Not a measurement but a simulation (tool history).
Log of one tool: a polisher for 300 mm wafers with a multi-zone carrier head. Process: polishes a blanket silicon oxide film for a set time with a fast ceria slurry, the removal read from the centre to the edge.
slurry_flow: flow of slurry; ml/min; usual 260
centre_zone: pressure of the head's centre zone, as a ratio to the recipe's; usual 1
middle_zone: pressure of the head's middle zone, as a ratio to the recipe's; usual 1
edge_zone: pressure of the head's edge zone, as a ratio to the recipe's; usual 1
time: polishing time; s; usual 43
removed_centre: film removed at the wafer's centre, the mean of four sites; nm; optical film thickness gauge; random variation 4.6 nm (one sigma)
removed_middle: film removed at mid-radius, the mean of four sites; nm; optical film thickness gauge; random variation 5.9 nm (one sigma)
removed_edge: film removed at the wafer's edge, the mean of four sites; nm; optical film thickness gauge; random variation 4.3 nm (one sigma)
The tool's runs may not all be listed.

run	hour	slurry_flow	centre_zone	middle_zone	edge_zone	time	wafers since the last listed run	wafers polished on this pad	hours since the slurry nozzle was cleaned	hours since the centre zone pressure was calibrated	hours since the edge zone pressure was calibrated	hours since the carrier head's membrane was replaced	incoming thickness of the incoming film, nm	removed_centre	removed_middle	removed_edge
1	0	260	1	1	1	43	0	1772	174.6	624.4	199	1521.5	2176.5	407	412.2	417.2
2	24.8	260	1	1	1	43	453	2225	199.4	649.2	223.8	1546.3	2137.5	410.9	418.3	417
3	62.5	260	1	1	1	43	690	2916	237.1	686.9	261.5	1584	2140.6	401.2	414.2	414
4	96.6	260	1	1	1	43	624	3540	271.2	721	295.6	1618.1	2170.1	400.4	404.7	411.8
5	142.3	260	0.94	0.92	1	43	836	4376	316.9	766.7	341.3	1663.8	2178.7	366.7	372.1	405.9
6	173.2	260	1	1	1	53	565	4942	347.8	797.6	372.2	1694.7	2213.5	466.2	479.4	487.9
7	202.6	260	1	1	1.06	43	538	5480	377.2	827	401.6	1724.1	2149.6	378.9	383.3	403.1
# hour 247.3: carrier head's membrane replaced by a new one
# hour 247.9: edge zone pressure recalibrated
# hour 250.8: worn pad replaced by a new one
# hour 258.5: slurry nozzle cleaned
8	272.7	235	1	1	0.95	54	1109	382	14.2	897.1	24.8	25.4	2167.3	522.3	531.3	521.8
9	306.6	260	1	1	0.94	43	620	1002	48.1	931	58.7	59.3	2160.4	411.7	407.3	411
10	347	260	1	0.96	1	43	739	1742	88.5	971.4	99.1	99.7	2187.3	415.1	408.4	418.2
11	406.9	260	1	1	1	43	1096	2838	148.4	1031.3	159	159.6	2191.2	402.4	404.3	420.4
12	464.8	260	1.07	1	0.91	43	1059	3898	206.3	1089.2	216.9	217.5	2153	427.7	403.8	386.7
13	596	340	1	1	1	38	2401	6300	337.5	1220.4	348.1	348.7	2147.7	340.1	337.2	340.7
14	627.8	215	0.96	0.94	1	43	582	6882	369.3	1252.2	379.9	380.5	2155.8	344.2	351.4	372.3
# hour 663.7: centre zone pressure recalibrated
# hour 666.6: worn pad replaced by a new one
# hour 673.8: edge zone pressure recalibrated
15	682	260	1	0.94	1.05	43	866	246	423.5	18.3	8.2	434.7	2208.4	406.1	410.4	427.7
16	708.2	260	0.92	1.06	1.04	43	479	725	449.7	44.5	34.4	460.9	2161.5	379.6	436.4	427
# hour 725.5: slurry nozzle cleaned
17	766	200	0.89	1	0.94	43	1039	1765	40.5	102.3	92.2	518.7	2169.3	353.2	410.7	402.5
18	981.7	260	1	1	1	43	3948	5713	256.2	318	307.9	734.4	2190	380.6	390.2	390.3
19	1015.7	345	1.08	1	0.95	29	622	6336	290.2	352	341.9	768.4	2155.4	278.6	256.3	253.1
20	1066.2	260	1	1.11	1.06	43	924	7260	340.7	402.5	392.4	818.9	2160.2	357.1	390.3	376.8
# hour 1090: edge zone pressure recalibrated
# hour 1096.4: worn pad replaced by a new one
21	1128.6	205	0.97	0.9	1.05	43	1032	589	403.1	464.9	38.6	881.3	2176.4	397.9	381.7	435
# hour 1152.7: slurry nozzle cleaned
22	1169.9	260	1.08	1	1	39	737	1327	17.2	506.2	79.9	922.6	2186.6	404.3	372.6	385.7

Forecast each of these 4 alternatives for the next run:
A	1170.3	260	1	1	1	43	7	1334	17.6	506.6	80.3	923	2189.1	?	?	?
B	1170.3	260	1.03	1.07	1.07	56	7	1334	17.6	506.6	80.3	923	2189.1	?	?	?
C	1170.3	235	1	0.92	0.95	43	7	1334	17.6	506.6	80.3	923	2189.1	?	?	?
D	1170.3	260	0.92	1.12	1	43	7	1334	17.6	506.6	80.3	923	2189.1	?	?	?

run	removed_centre	removed_middle	removed_edge
A	413.6	418	424.8
B	555.1	567.6	569.3
C	409.5	394.2	413.4
D	380.4	448.9	424.3
Without the tool's hidden state the same runs would have given:
run	removed_centre	removed_middle	removed_edge
A	416	420.5	427.4
B	558.4	571	572.7
C	412	396.6	415.9
D	382.7	451.6	426.9
